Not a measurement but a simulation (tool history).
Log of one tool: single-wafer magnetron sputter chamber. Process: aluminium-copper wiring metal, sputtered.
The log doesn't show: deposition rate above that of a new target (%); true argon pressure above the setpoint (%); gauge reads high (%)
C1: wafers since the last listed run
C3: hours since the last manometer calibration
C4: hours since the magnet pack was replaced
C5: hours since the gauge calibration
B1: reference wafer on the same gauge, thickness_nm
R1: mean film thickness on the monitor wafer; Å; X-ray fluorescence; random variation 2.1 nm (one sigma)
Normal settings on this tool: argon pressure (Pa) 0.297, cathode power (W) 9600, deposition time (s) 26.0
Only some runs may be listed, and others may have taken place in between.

Run 1, hour 0.0: usual settings; C1 0; wafers on the sputter target 633; C3 2186.6; C4 8567.9; C5 615.4; B1 523.412. Result: R1 4369.35 Å.
Run 2, hour 43.2: usual settings; C1 737; wafers on the sputter target 1371; C3 2229.8; C4 8611.1; C5 658.6; B1 524.351. Result: R1 4343.46 Å.
Run 3, hour 71.4: usual settings; C1 481; wafers on the sputter target 1852; C3 2258.0; C4 8639.3; C5 686.8; B1 523.842. Result: R1 4302.64 Å.
Run 4, hour 111.1: usual settings; C1 677; wafers on the sputter target 2530; C3 2297.7; C4 8679.0; C5 726.5; B1 523.888. Result: R1 4254.12 Å.
Run 5, hour 216.2: usual settings but cathode power (W) 11200, deposition time (s) 27.9; C1 1794; wafers on the sputter target 4325; C3 2402.8; C4 8784.1; C5 831.6; B1 523.665. Result: R1 5301.20 Å.
Run 6, hour 284.1: usual settings but cathode power (W) 11200, deposition time (s) 27.9; C1 1159; wafers on the sputter target 5484; C3 2470.7; C4 8852.0; C5 899.5; B1 524.087. Result: R1 5247.55 Å.
Run 7, hour 320.2: usual settings but deposition time (s) 22.6; C1 616; wafers on the sputter target 6101; C3 2506.8; C4 8888.1; C5 935.6; B1 523.876. Result: R1 3638.23 Å.
Run 8, hour 344.3: usual settings but cathode power (W) 8400; C1 411; wafers on the sputter target 6512; C3 2530.9; C4 8912.2; C5 959.7; B1 523.697. Result: R1 3666.23 Å.
Run 9, hour 378.6: usual settings but cathode power (W) 8400; C1 585; wafers on the sputter target 7098; C3 2565.2; C4 8946.5; C5 994.0; B1 524.375. Result: R1 3657.74 Å.
At hour 399.8: sputter target and shields replaced.
Run 10, hour 445.2: usual settings but cathode power (W) 8400; C1 1000; wafers on the sputter target 774; C3 2631.8; C4 9013.1; C5 1060.6; B1 523.639. Result: R1 3828.45 Å.
At hour 541.8: gauge calibrated.
Run 11, hour 547.6: usual settings; C1 1748; wafers on the sputter target 2523; C3 2734.2; C4 9115.5; C5 5.8; B1 523.796. Result: R1 4289.61 Å.
Run 12, hour 591.7: usual settings; C1 753; wafers on the sputter target 3276; C3 2778.3; C4 9159.6; C5 49.9; B1 523.585. Result: R1 4260.93 Å.
At hour 623.5: magnet pack replaced.
At hour 630.5: capacitance manometer re-zeroed and calibrated.
Run 13, hour 650.5: usual settings; C1 747; wafers on the sputter target 4023; C3 20.0; C4 27.0; C5 108.7; B1 523.893. Result: R1 4245.03 Å.
Run 14, hour 701.5: usual settings but cathode power (W) 8950, deposition time (s) 23.6; C1 870; wafers on the sputter target 4894; C3 71.0; C4 78.0; C5 159.7; B1 523.698. Result: R1 3578.90 Å.
Run 15, hour 733.2: usual settings but cathode power (W) 8950, deposition time (s) 23.6; C1 541; wafers on the sputter target 5435; C3 102.7; C4 109.7; C5 191.4; B1 524.179. Result: R1 3543.98 Å.
Run 16, hour 758.4: usual settings; C1 430; wafers on the sputter target 5866; C3 127.9; C4 134.9; C5 216.6; B1 523.854. Result: R1 4225.03 Å.
Run 17, hour 801.8: usual settings; C1 741; wafers on the sputter target 6607; C3 171.3; C4 178.3; C5 260.0; B1 524.246. Result: R1 4166.41 Å.
At hour 836.5: sputter target and shields replaced.
Run 18, hour 853.9: usual settings but cathode power (W) 11900; C1 753; wafers on the sputter target 297; C3 223.4; C4 230.4; C5 312.1; B1 523.149. Result: R1 5406.68 Å.
Run 19, hour 906.2: usual settings but cathode power (W) 7850; C1 893; wafers on the sputter target 1191; C3 275.7; C4 282.7; C5 364.4; B1 524.259. Result: R1 3543.66 Å.
Run 20, hour 932.4: usual settings but cathode power (W) 11750; C1 447; wafers on the sputter target 1638; C3 301.9; C4 308.9; C5 390.6; B1 524.032. Result: R1 5256.54 Å.
Run 21, hour 1074.3: usual settings; C1 2423; wafers on the sputter target 4061; C3 443.8; C4 450.8; C5 532.5; B1 523.989. Result: R1 4272.74 Å.
Run 22, hour 1130.8: usual settings but deposition time (s) 27.5; C1 964; wafers on the sputter target 5026; C3 500.3; C4 507.3; C5 589.0; B1 523.870. Result: R1 4456.60 Å.
Run 23, hour 1187.9: usual settings but argon pressure (Pa) 0.240, cathode power (W) 7800, deposition time (s) 30.6; C1 975; wafers on the sputter target 6001; C3 557.4; C4 564.4; C5 646.1; B1 524.309. Result: R1 4153.79 Å.
At hour 1196.4: sputter target and shields replaced.
Run 24, hour 1257.0: usual settings but deposition time (s) 21.6; C1 1043; wafers on the sputter target 1035; C3 626.5; C4 633.5; C5 715.2; B1 523.372. Result: R1 3586.52 Å.
Run 25, hour 1302.4: usual settings; C1 775; wafers on the sputter target 1810; C3 671.9; C4 678.9; C5 760.6; B1 523.797. Result: R1 4292.48 Å.
Run 26, hour 1358.4: usual settings but deposition time (s) 28.0; C1 956; wafers on the sputter target 2766; C3 727.9; C4 734.9; C5 816.6; B1 524.647. Result: R1 4576.91 Å.
Run 27, hour 1388.5: usual settings; C1 513; wafers on the sputter target 3280; C3 758.0; C4 765.0; C5 846.7; B1 524.151. Result: R1 4268.31 Å.
Run 28, hour 1447.2: usual settings; C1 1002; wafers on the sputter target 4283; C3 816.7; C4 823.7; C5 905.4; B1 524.316. Result: R1 4245.95 Å.
Run 29, hour 1482.7: usual settings but deposition time (s) 29.0; C1 606; wafers on the sputter target 4889; C3 852.2; C4 859.2; C5 940.9; B1 524.490. Result: R1 4703.34 Å.
Run 30, hour 1544.1: usual settings but argon pressure (Pa) 0.352, cathode power (W) 8400; C1 1048; wafers on the sputter target 5937; C3 913.6; C4 920.6; C5 1002.3; B1 524.140. Result: R1 3563.58 Å.
Run 31, hour 1568.5: usual settings but cathode power (W) 11800, deposition time (s) 30.6; C1 416; wafers on the sputter target 6354; C3 938.0; C4 945.0; C5 1026.7; B1 523.348. Result: R1 6087.02 Å.
Run 32, hour 1598.1: usual settings but argon pressure (Pa) 0.365, cathode power (W) 7350, deposition time (s) 23.9; C1 505; wafers on the sputter target 6859; C3 967.6; C4 974.6; C5 1056.3; B1 524.083. Result: R1 2821.33 Å.

Subtracting, for every run, the result it would have given without the tool's unlogged condition from the measured result gives the following. The same run-to-run variation enters both numbers; the gauge's scatter may not:
run       R1
  1   -31.70
  2   -49.90
  3   -61.41
  4   -77.50
  5  -152.73
  6  -187.70
  7  -143.75
  8  -154.06
  9  -166.86
 10   -21.81
 11   -67.59
 12   -85.88
 13  -110.69
 14  -111.91
 15  -122.35
 16  -156.85
 17  -173.46
 18   -17.27
 19   -29.36
 20   -57.06
 21  -106.82
 22  -137.01
 23  -152.08
 24   -44.18
 25   -72.18
 26  -102.60
 27  -108.64
 28  -133.43
 29  -164.95
 30  -147.67
 31  -267.78
 32  -132.90
